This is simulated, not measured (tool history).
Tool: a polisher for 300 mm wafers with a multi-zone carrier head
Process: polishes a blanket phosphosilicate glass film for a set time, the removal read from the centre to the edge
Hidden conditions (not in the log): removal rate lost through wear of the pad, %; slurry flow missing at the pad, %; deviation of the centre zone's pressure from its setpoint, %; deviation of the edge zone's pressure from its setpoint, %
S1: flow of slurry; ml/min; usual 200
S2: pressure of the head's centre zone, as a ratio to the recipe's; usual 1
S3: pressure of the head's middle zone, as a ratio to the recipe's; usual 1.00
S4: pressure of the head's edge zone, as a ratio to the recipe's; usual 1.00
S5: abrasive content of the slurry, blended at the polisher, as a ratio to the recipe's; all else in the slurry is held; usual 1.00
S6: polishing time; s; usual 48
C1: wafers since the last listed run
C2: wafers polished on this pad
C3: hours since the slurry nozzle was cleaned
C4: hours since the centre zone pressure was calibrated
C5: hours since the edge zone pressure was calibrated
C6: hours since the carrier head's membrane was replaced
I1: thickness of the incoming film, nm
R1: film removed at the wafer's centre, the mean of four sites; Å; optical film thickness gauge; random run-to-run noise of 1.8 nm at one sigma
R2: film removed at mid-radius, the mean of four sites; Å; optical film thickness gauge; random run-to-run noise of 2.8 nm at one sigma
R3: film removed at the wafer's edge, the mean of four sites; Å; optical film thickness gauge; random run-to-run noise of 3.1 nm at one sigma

run 1 hour=0.0 | S1=200 S2=1 S3=1.00 S4=1.00 S5=0.90 S6=48 | C1=0 C2=3051 C3=362.7 C4=161.7 C5=563.0 C6=1256.4 | I1=3227.5 | R1=2223 R2=2195 R3=2169
-- hour=33.6 slurry nozzle cleaned
run 2 hour=43.9 | S1=150 S2=1 S3=1.00 S4=1.00 S5=0.85 S6=33 | C1=398 C2=3449 C3=10.3 C4=205.6 C5=606.9 C6=1300.3 | I1=3218.4 | R1=1428 R2=1412 R3=1396
run 3 hour=74.9 | S1=150 S2=1 S3=1.00 S4=1.07 S5=1.00 S6=48 | C1=288 C2=3738 C3=41.3 C4=236.6 C5=637.9 C6=1331.3 | I1=3252.5 | R1=2385 R2=2349 R3=2418
-- hour=100.4 worn pad replaced by a new one
run 4 hour=132.5 | S1=200 S2=1 S3=1.00 S4=1.00 S5=1.00 S6=48 | C1=498 C2=298 C3=98.9 C4=294.2 C5=695.5 C6=1388.9 | I1=3198.6 | R1=2510 R2=2515 R3=2376
run 5 hour=204.1 | S1=200 S2=1 S3=1.00 S4=1.05 S5=1.00 S6=48 | C1=665 C2=963 C3=170.5 C4=365.8 C5=767.1 C6=1460.5 | I1=3181.6 | R1=2485 R2=2396 R3=2477
run 6 hour=241.4 | S1=200 S2=1 S3=1.00 S4=1.00 S5=1.00 S6=48 | C1=346 C2=1310 C3=207.8 C4=403.1 C5=804.4 C6=1497.8 | I1=3263.8 | R1=2470 R2=2445 R3=2458
run 7 hour=305.6 | S1=200 S2=1 S3=1.00 S4=1.00 S5=1.00 S6=48 | C1=596 C2=1906 C3=272.0 C4=467.3 C5=868.6 C6=1562.0 | I1=3252.0 | R1=2449 R2=2448 R3=2381
run 8 hour=361.3 | S1=200 S2=1 S3=1.00 S4=1.00 S5=1.00 S6=48 | C1=517 C2=2424 C3=327.7 C4=523.0 C5=924.3 C6=1617.7 | I1=3204.5 | R1=2411 R2=2358 R3=2372
-- hour=521.6 slurry nozzle cleaned
run 9 hour=556.1 | S1=200 S2=1 S3=1.00 S4=1.00 S5=1.00 S6=56 | C1=1801 C2=4225 C3=34.5 C4=717.8 C5=1119.1 C6=1812.5 | I1=3198.3 | R1=2867 R2=2933 R3=2817
-- hour=580.0 worn pad replaced by a new one
run 10 hour=603.2 | S1=200 S2=1 S3=1.00 S4=1.00 S5=1.00 S6=53 | C1=400 C2=215 C3=81.6 C4=764.9 C5=1166.2 C6=1859.6 | I1=3226.0 | R1=2735 R2=2739 R3=2650
-- hour=652.0 carrier head's membrane replaced by a new one
run 11 hour=694.9 | S1=200 S2=1 S3=1.00 S4=1.00 S5=1.00 S6=48 | C1=805 C2=1021 C3=173.3 C4=856.6 C5=1257.9 C6=42.9 | I1=3169.1 | R1=2434 R2=2426 R3=2411
-- hour=742.7 edge zone pressure recalibrated
run 12 hour=749.5 | S1=165 S2=1 S3=1.00 S4=0.91 S5=0.70 S6=56 | C1=488 C2=1510 C3=227.9 C4=911.2 C5=6.8 C6=97.5 | I1=3198.7 | R1=1864 R2=1856 R3=1744
run 13 hour=821.4 | S1=200 S2=1 S3=1.00 S4=0.90 S5=1.00 S6=48 | C1=668 C2=2178 C3=299.8 C4=983.1 C5=78.7 C6=169.4 | I1=3226.4 | R1=2400 R2=2409 R3=2288
run 14 hour=860.4 | S1=200 S2=1 S3=1.00 S4=1.00 S5=1.00 S6=48 | C1=362 C2=2540 C3=338.8 C4=1022.1 C5=117.7 C6=208.4 | I1=3169.5 | R1=2377 R2=2359 R3=2326
run 15 hour=896.6 | S1=255 S2=1 S3=0.89 S4=1.00 S5=1.00 S6=44 | C1=336 C2=2877 C3=375.0 C4=1058.3 C5=153.9 C6=244.6 | I1=3191.2 | R1=2260 R2=2027 R3=2187
-- hour=939.9 slurry nozzle cleaned
run 16 hour=952.4 | S1=200 S2=1 S3=1.00 S4=1.00 S5=1.00 S6=48 | C1=509 C2=3386 C3=12.5 C4=1114.1 C5=209.7 C6=300.4 | I1=3268.4 | R1=2507 R2=2519 R3=2418
run 17 hour=1023.6 | S1=200 S2=1 S3=1.00 S4=1.00 S5=1.00 S6=32 | C1=661 C2=4048 C3=83.7 C4=1185.3 C5=280.9 C6=371.6 | I1=3256.5 | R1=1674 R2=1636 R3=1604
-- hour=1056.0 worn pad replaced by a new one
run 18 hour=1079.4 | S1=200 S2=1 S3=1.00 S4=1.12 S5=1.00 S6=48 | C1=481 C2=217 C3=139.5 C4=1241.1 C5=336.7 C6=427.4 | I1=3256.2 | R1=2490 R2=2423 R3=2537
run 19 hour=1149.2 | S1=140 S2=1 S3=1.04 S4=1.00 S5=0.75 S6=36 | C1=648 C2=865 C3=209.3 C4=1310.9 C5=406.5 C6=497.2 | I1=3250.7 | R1=1261 R2=1299 R3=1291
-- hour=1175.6 centre zone pressure recalibrated
run 20 hour=1221.0 | S1=200 S2=1 S3=1.00 S4=1.00 S5=1.00 S6=48 | C1=648 C2=1514 C3=281.1 C4=45.4 C5=478.3 C6=569.0 | I1=3231.9 | R1=2432 R2=2366 R3=2356

What if the next run were any one of these 5? Each begins from the tool's condition after run 20:
run A hour=1221.4 | S1=200 S2=1 S3=1.00 S4=1.00 S5=1.20 S6=48 | C1=3 C2=1518 C3=281.5 C4=45.8 C5=478.7 C6=569.4 | I1=3215.3 | R1=? R2=? R3=?
run B hour=1221.4 | S1=155 S2=1 S3=1.00 S4=1.07 S5=1.25 S6=48 | C1=3 C2=1518 C3=281.5 C4=45.8 C5=478.7 C6=569.4 | I1=3215.3 | R1=? R2=? R3=?
run C hour=1221.4 | S1=200 S2=1 S3=0.93 S4=1.00 S5=1.00 S6=48 | C1=3 C2=1518 C3=281.5 C4=45.8 C5=478.7 C6=569.4 | I1=3215.3 | R1=? R2=? R3=?
run D hour=1221.4 | S1=265 S2=1 S3=1.00 S4=1.00 S5=1.25 S6=48 | C1=3 C2=1518 C3=281.5 C4=45.8 C5=478.7 C6=569.4 | I1=3215.3 | R1=? R2=? R3=?
run E hour=1221.4 | S1=200 S2=1 S3=1.00 S4=1.08 S5=0.85 S6=48 | C1=3 C2=1518 C3=281.5 C4=45.8 C5=478.7 C6=569.4 | I1=3215.3 | R1=? R2=? R3=?

run=A R1=2726 R2=2694 R3=2693
run=B R1=2628 R2=2616 R3=2744
run=C R1=2411 R2=2242 R3=2384
run=D R1=2934 R2=2883 R3=2848
run=E R1=2087 R2=2062 R3=2141
Without the tool's hidden state the same runs would have given:
run=A R1=2846 R2=2799 R3=2769
run=B R1=2779 R2=2747 R3=2841
run=C R1=2517 R2=2330 R3=2452
run=D R1=3031 R2=2969 R3=2911
run=E R1=2179 R2=2143 R3=2202
